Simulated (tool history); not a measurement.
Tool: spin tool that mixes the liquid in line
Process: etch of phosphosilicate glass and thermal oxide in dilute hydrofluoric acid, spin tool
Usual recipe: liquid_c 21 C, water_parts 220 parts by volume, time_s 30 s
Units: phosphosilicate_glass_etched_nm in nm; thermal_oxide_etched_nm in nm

| run | hour | liquid_c | water_parts | time_s | wafers since the last listed run | hours since the thermometer was replaced | hours since the hydrofluoric acid flow meter was replaced | hours since the gauge calibration | read-back film thickness of the phosphosilicate glass reference wafer, read on the same gauge (nm) | read-back film thickness of the thermal oxide reference wafer, read on the same gauge (nm) | phosphosilicate_glass_etched_nm | thermal_oxide_etched_nm |
|---|---|---|---|---|---|---|---|---|---|---|---|---|
| 1 | 0 | 21 | 220 | 20 | 0 | 1890.3 | 481.3 | 1749.5 | 80.02 | 69.995 | 8.2 | 0.334 |
| 2 | 33.2 | 21 | 220 | 20 | 520 | 1923.5 | 514.5 | 1782.7 | 79.98 | 70.02 | 8.21 | 0.346 |
| 3 | 203.2 | 19 | 220 | 50 | 2665 | 2093.5 | 684.5 | 1952.7 | 79.98 | 69.992 | 18.43 | 0.785 |
|  | 226.3 | hydrofluoric acid flow meter replaced |
| 4 | 266.7 | 21 | 220 | 30 | 980 | 2157 | 40.4 | 2016.2 | 79.98 | 69.98 | 12.9 | 0.606 |
| 5 | 335.2 | 21 | 220 | 30 | 1074 | 2225.5 | 108.9 | 2084.7 | 80.02 | 69.998 | 12.73 | 0.493 |
| 6 | 392.8 | 21 | 220 | 30 | 903 | 2283.1 | 166.5 | 2142.3 | 79.99 | 70.022 | 12.71 | 0.527 |
| 7 | 445.3 | 17 | 275 | 30 | 823 | 2335.6 | 219 | 2194.8 | 80.01 | 69.991 | 8.35 | 0.365 |
| 8 | 516.6 | 17 | 220 | 30 | 1118 | 2406.9 | 290.3 | 2266.1 | 80 | 70.007 | 10.88 | 0.453 |
| 9 | 566 | 23 | 190 | 40 | 774 | 2456.3 | 339.7 | 2315.5 | 80 | 70.021 | 21.4 | 0.945 |
| 10 | 592 | 21 | 220 | 25 | 407 | 2482.3 | 365.7 | 2341.5 | 80 | 70.004 | 10.35 | 0.451 |
| 11 | 633.3 | 18 | 220 | 25 | 647 | 2523.6 | 407 | 2382.8 | 79.98 | 70.005 | 9.34 | 0.417 |
| 12 | 689.3 | 21 | 270 | 30 | 878 | 2579.6 | 463 | 2438.8 | 79.99 | 70 | 9.62 | 0.399 |
| 13 | 727.9 | 19 | 310 | 30 | 605 | 2618.2 | 501.6 | 2477.4 | 80.03 | 70.001 | 7.39 | 0.342 |
| 14 | 754.5 | 25.5 | 130 | 45 | 417 | 2644.8 | 528.2 | 2504 | 80.01 | 70.022 | 41.36 | 1.869 |
|  | 757.7 | gauge calibrated |
|  | 797.4 | thermometer replaced |
| 15 | 843.6 | 21 | 220 | 30 | 1381 | 46.2 | 617.3 | 85.9 | 80 | 69.977 | 11.66 | 0.423 |
|  | 846.3 | hydrofluoric acid flow meter replaced |
| 16 | 902.3 | 21 | 220 | 30 | 904 | 104.9 | 56 | 144.6 | 79.99 | 70.023 | 12.4 | 0.446 |
| 17 | 957.1 | 21 | 220 | 45 | 859 | 159.7 | 110.8 | 199.4 | 80 | 70.005 | 18.42 | 0.775 |
| 18 | 990.6 | 25.5 | 220 | 30 | 525 | 193.2 | 144.3 | 232.9 | 80 | 70.008 | 14.66 | 0.624 |
| 19 | 1015.9 | 19.5 | 220 | 30 | 396 | 218.5 | 169.6 | 258.2 | 80.03 | 69.994 | 11.72 | 0.54 |
| 20 | 1056 | 17 | 170 | 50 | 628 | 258.6 | 209.7 | 298.3 | 80 | 70.007 | 23.79 | 0.973 |
| 21 | 1101.2 | 21 | 220 | 30 | 708 | 303.8 | 254.9 | 343.5 | 79.98 | 69.974 | 12.24 | 0.515 |
| 22 | 1169 | 21 | 220 | 30 | 1063 | 371.6 | 322.7 | 411.3 | 80 | 69.99 | 12.13 | 0.493 |
| 23 | 1196.3 | 21 | 300 | 30 | 428 | 398.9 | 350 | 438.6 | 80.01 | 70.006 | 8.14 | 0.362 |
| 24 | 1257.2 | 21 | 220 | 30 | 954 | 459.8 | 410.9 | 499.5 | 80 | 70.013 | 12.2 | 0.516 |
| 25 | 1284.3 | 21 | 220 | 30 | 424 | 486.9 | 438 | 526.6 | 80.01 | 70.018 | 12.08 | 0.464 |
| 26 | 1341 | 24 | 270 | 15 | 889 | 543.6 | 494.7 | 583.3 | 80.01 | 70.009 | 5.21 | 0.22 |

For some of the steps in phosphosilicate_glass_etched_nm from one run to the next: how much would appear even if the tool had no hidden state, given the settings, what came in and random variation, and how much remains for the hidden state plus any gauge scatter that the measured result and the result without hidden state don't share?
Unlogged tool condition in this case: liquid hotter than its thermometer reads (K); hydrofluoric acid flow below the setpoint (%); gauge reads high (%).
Run 3 -> 4: liquid_c 19 -> 21, time_s 50 -> 30, hydrofluoric acid flow meter replaced. phosphosilicate_glass_etched_nm -5.53 nm: hidden state +0.84, all else -6.37.
Run 13 -> 14: liquid_c 19 -> 25.5, water_parts 310 -> 130, time_s 30 -> 45. phosphosilicate_glass_etched_nm +33.97 nm: hidden state +0.79, all else +33.18.
Run 14 -> 15: liquid_c 25.5 -> 21, water_parts 130 -> 220, time_s 45 -> 30, gauge calibrated, thermometer replaced. phosphosilicate_glass_etched_nm -29.7 nm: hidden state -1.35, all else -28.35.

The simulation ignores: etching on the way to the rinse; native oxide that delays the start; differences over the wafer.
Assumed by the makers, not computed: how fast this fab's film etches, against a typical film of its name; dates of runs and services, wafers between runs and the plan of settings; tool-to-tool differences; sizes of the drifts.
